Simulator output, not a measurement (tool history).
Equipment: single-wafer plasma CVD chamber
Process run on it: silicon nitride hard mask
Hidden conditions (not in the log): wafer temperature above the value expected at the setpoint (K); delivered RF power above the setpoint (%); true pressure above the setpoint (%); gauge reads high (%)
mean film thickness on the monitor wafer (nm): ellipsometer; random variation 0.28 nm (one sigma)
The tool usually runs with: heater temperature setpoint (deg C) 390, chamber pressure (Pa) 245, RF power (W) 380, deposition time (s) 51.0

| run | hour | heater temperature setpoint (deg C) | chamber pressure (Pa) | RF power (W) | deposition time (s) | wafers since the last listed run | hours since the last thermocouple change | hours since the last RF generator calibration | hours since the last manometer calibration | hours since the showerhead was replaced | hours since the gauge calibration | read-back reference wafer on the same gauge, thickness_nm | mean film thickness on the monitor wafer (nm) |
|---|---|---|---|---|---|---|---|---|---|---|---|---|---|
| 1 | 0.0 | 379 | 245 | 380 | 54.8 | 0 | 119.4 | 684.3 | 1362.9 | 6058.3 | 1124.9 | 62.564 | 77.294 |
| 2 | 103.5 | 379 | 245 | 380 | 54.8 | 2272 | 222.9 | 787.8 | 1466.4 | 6161.8 | 1228.4 | 62.500 | 76.932 |
| 3 | 175.4 | 390 | 245 | 380 | 51.0 | 1578 | 294.8 | 859.7 | 1538.3 | 6233.7 | 1300.3 | 62.517 | 70.996 |
| 4 | 438.8 | 390 | 245 | 380 | 51.0 | 5784 | 558.2 | 1123.1 | 1801.7 | 6497.1 | 1563.7 | 62.541 | 71.064 |
| 5 | 506.2 | 380 | 265 | 380 | 51.0 | 1480 | 625.6 | 1190.5 | 1869.1 | 6564.5 | 1631.1 | 62.402 | 73.459 |
| 6 | 606.3 | 390 | 245 | 380 | 51.0 | 2198 | 725.7 | 1290.6 | 1969.2 | 6664.6 | 1731.2 | 62.527 | 71.592 |
|  | 679.4 | capacitance manometer re-zeroed and calibrated |
| 7 | 708.5 | 390 | 245 | 380 | 51.0 | 2068 | 827.9 | 1392.8 | 29.1 | 6766.8 | 1833.4 | 62.592 | 70.959 |
|  | 771.1 | showerhead replaced |
| 8 | 786.4 | 390 | 245 | 380 | 51.0 | 1535 | 905.8 | 1470.7 | 107.0 | 15.3 | 1911.3 | 62.490 | 70.997 |
|  | 824.9 | thermocouple changed; heater temperature recalibrated |
| 9 | 830.8 | 390 | 291 | 380 | 51.0 | 799 | 5.9 | 1515.1 | 151.4 | 59.7 | 1955.7 | 62.388 | 76.252 |
| 10 | 924.3 | 390 | 291 | 380 | 51.0 | 2053 | 99.4 | 1608.6 | 244.9 | 153.2 | 2049.2 | 62.441 | 76.491 |
| 11 | 973.7 | 390 | 291 | 380 | 51.0 | 1084 | 148.8 | 1658.0 | 294.3 | 202.6 | 2098.6 | 62.524 | 76.323 |
|  | 1021.9 | gauge calibrated |
| 12 | 1076.6 | 379 | 245 | 380 | 51.0 | 2259 | 251.7 | 1760.9 | 397.2 | 305.5 | 54.7 | 62.492 | 71.617 |
| 13 | 1324.1 | 390 | 245 | 380 | 51.0 | 5435 | 499.2 | 2008.4 | 644.7 | 553.0 | 302.2 | 62.469 | 71.526 |
| 14 | 1397.2 | 399 | 185 | 455 | 59.1 | 1605 | 572.3 | 2081.5 | 717.8 | 626.1 | 375.3 | 62.518 | 80.891 |
| 15 | 1449.4 | 390 | 208 | 450 | 42.2 | 1146 | 624.5 | 2133.7 | 770.0 | 678.3 | 427.5 | 62.517 | 62.110 |
| 16 | 1507.5 | 399 | 245 | 380 | 51.0 | 1275 | 682.6 | 2191.8 | 828.1 | 736.4 | 485.6 | 62.450 | 71.274 |

Estimate the outcome of run 17 from the log above:
| 17 | 1568.8 | 394 | 200 | 380 | 51.0 | 1346 | 743.9 | 2253.1 | 889.4 | 797.7 | 546.9 | ? | ? |

read-back reference wafer on the same gauge, thickness_nm: 62.509
mean film thickness on the monitor wafer (nm): 63.065
Take away the tool's hidden state, keep the run-to-run variation as it was, and the same run would have given mean film thickness on the monitor wafer (nm) 63.065.

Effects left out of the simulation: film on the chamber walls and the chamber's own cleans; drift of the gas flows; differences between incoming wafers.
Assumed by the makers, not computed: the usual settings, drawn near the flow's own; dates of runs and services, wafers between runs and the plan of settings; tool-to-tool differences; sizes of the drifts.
